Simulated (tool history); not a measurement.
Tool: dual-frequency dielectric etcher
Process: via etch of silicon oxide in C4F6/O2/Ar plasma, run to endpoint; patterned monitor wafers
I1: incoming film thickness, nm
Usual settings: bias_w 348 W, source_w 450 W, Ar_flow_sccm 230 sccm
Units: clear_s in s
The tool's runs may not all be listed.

run 1 day=0.000 | bias_w=348 source_w=450 Ar_flow_sccm=230 | I1=100.0 | clear_s=23.3
run 2 day=1.458 | bias_w=348 source_w=450 Ar_flow_sccm=230 | I1=99.9 | clear_s=23.1
run 3 day=2.254 | bias_w=348 source_w=450 Ar_flow_sccm=230 | I1=99.3 | clear_s=23.1
-- day=3.717 wet clean of the chamber
run 4 day=6.179 | bias_w=348 source_w=450 Ar_flow_sccm=230 | I1=99.8 | clear_s=22.7
run 5 day=6.696 | bias_w=348 source_w=450 Ar_flow_sccm=230 | I1=99.8 | clear_s=22.4
run 6 day=7.525 | bias_w=403 source_w=450 Ar_flow_sccm=230 | I1=100.0 | clear_s=21.2
run 7 day=8.196 | bias_w=403 source_w=450 Ar_flow_sccm=230 | I1=100.8 | clear_s=20.9
run 8 day=9.275 | bias_w=274 source_w=380 Ar_flow_sccm=255 | I1=100.4 | clear_s=27.9
-- day=9.671 bias power generator calibrated
-- day=9.896 Ar flow controller replaced
run 9 day=9.917 | bias_w=348 source_w=450 Ar_flow_sccm=186 | I1=99.3 | clear_s=21.8
-- day=11.188 upper electrode replaced
run 10 day=11.212 | bias_w=266 source_w=530 Ar_flow_sccm=230 | I1=99.8 | clear_s=24.4
run 11 day=12.571 | bias_w=320 source_w=500 Ar_flow_sccm=209 | I1=99.7 | clear_s=22.3
run 12 day=13.646 | bias_w=348 source_w=560 Ar_flow_sccm=230 | I1=98.8 | clear_s=20.5
run 13 day=14.383 | bias_w=295 source_w=450 Ar_flow_sccm=263 | I1=100.2 | clear_s=25.5
run 14 day=15.600 | bias_w=417 source_w=400 Ar_flow_sccm=210 | I1=100.1 | clear_s=21.7
run 15 day=16.342 | bias_w=428 source_w=450 Ar_flow_sccm=276 | I1=100.5 | clear_s=21.2
run 16 day=17.033 | bias_w=403 source_w=450 Ar_flow_sccm=230 | I1=101.2 | clear_s=21.5
-- day=17.450 source power generator calibrated
run 17 day=17.658 | bias_w=319 source_w=370 Ar_flow_sccm=191 | I1=99.1 | clear_s=25.2
run 18 day=18.558 | bias_w=282 source_w=420 Ar_flow_sccm=230 | I1=100.1 | clear_s=26.3
run 19 day=19.167 | bias_w=274 source_w=380 Ar_flow_sccm=255 | I1=100.6 | clear_s=28.1
run 20 day=20.221 | bias_w=348 source_w=480 Ar_flow_sccm=203 | I1=98.9 | clear_s=21.9
run 21 day=21.621 | bias_w=348 source_w=550 Ar_flow_sccm=247 | I1=101.3 | clear_s=21.8
run 22 day=22.746 | bias_w=387 source_w=540 Ar_flow_sccm=270 | I1=99.1 | clear_s=20.8
-- day=24.792 wet clean of the chamber
run 23 day=24.812 | bias_w=304 source_w=410 Ar_flow_sccm=201 | I1=99.0 | clear_s=24.4
run 24 day=24.858 | bias_w=406 source_w=450 Ar_flow_sccm=230 | I1=100.6 | clear_s=21.2
run 25 day=25.592 | bias_w=348 source_w=490 Ar_flow_sccm=279 | I1=100.0 | clear_s=22.7
run 26 day=27.017 | bias_w=348 source_w=450 Ar_flow_sccm=230 | I1=101.0 | clear_s=22.9
run 27 day=28.054 | bias_w=413 source_w=560 Ar_flow_sccm=262 | I1=100.1 | clear_s=19.5
run 28 day=29.288 | bias_w=348 source_w=510 Ar_flow_sccm=183 | I1=99.7 | clear_s=20.7
run 29 day=29.954 | bias_w=348 source_w=450 Ar_flow_sccm=230 | I1=99.6 | clear_s=22.7

4 ways to go on from here, each from the tool as it stands after run 29. What would each give?
run A day=29.971 | bias_w=348 source_w=450 Ar_flow_sccm=230 | I1=99.5 | clear_s=?
run B day=29.971 | bias_w=316 source_w=450 Ar_flow_sccm=230 | I1=99.5 | clear_s=?
run C day=29.971 | bias_w=289 source_w=350 Ar_flow_sccm=283 | I1=99.5 | clear_s=?
run D day=29.971 | bias_w=399 source_w=380 Ar_flow_sccm=174 | I1=99.5 | clear_s=?

run=A clear_s=22.8
run=B clear_s=23.9
run=C clear_s=28.6
run=D clear_s=21.8
Without the tool's hidden state the same runs would have given:
run=A clear_s=22.5
run=B clear_s=23.6
run=C clear_s=28.3
run=D clear_s=21.6

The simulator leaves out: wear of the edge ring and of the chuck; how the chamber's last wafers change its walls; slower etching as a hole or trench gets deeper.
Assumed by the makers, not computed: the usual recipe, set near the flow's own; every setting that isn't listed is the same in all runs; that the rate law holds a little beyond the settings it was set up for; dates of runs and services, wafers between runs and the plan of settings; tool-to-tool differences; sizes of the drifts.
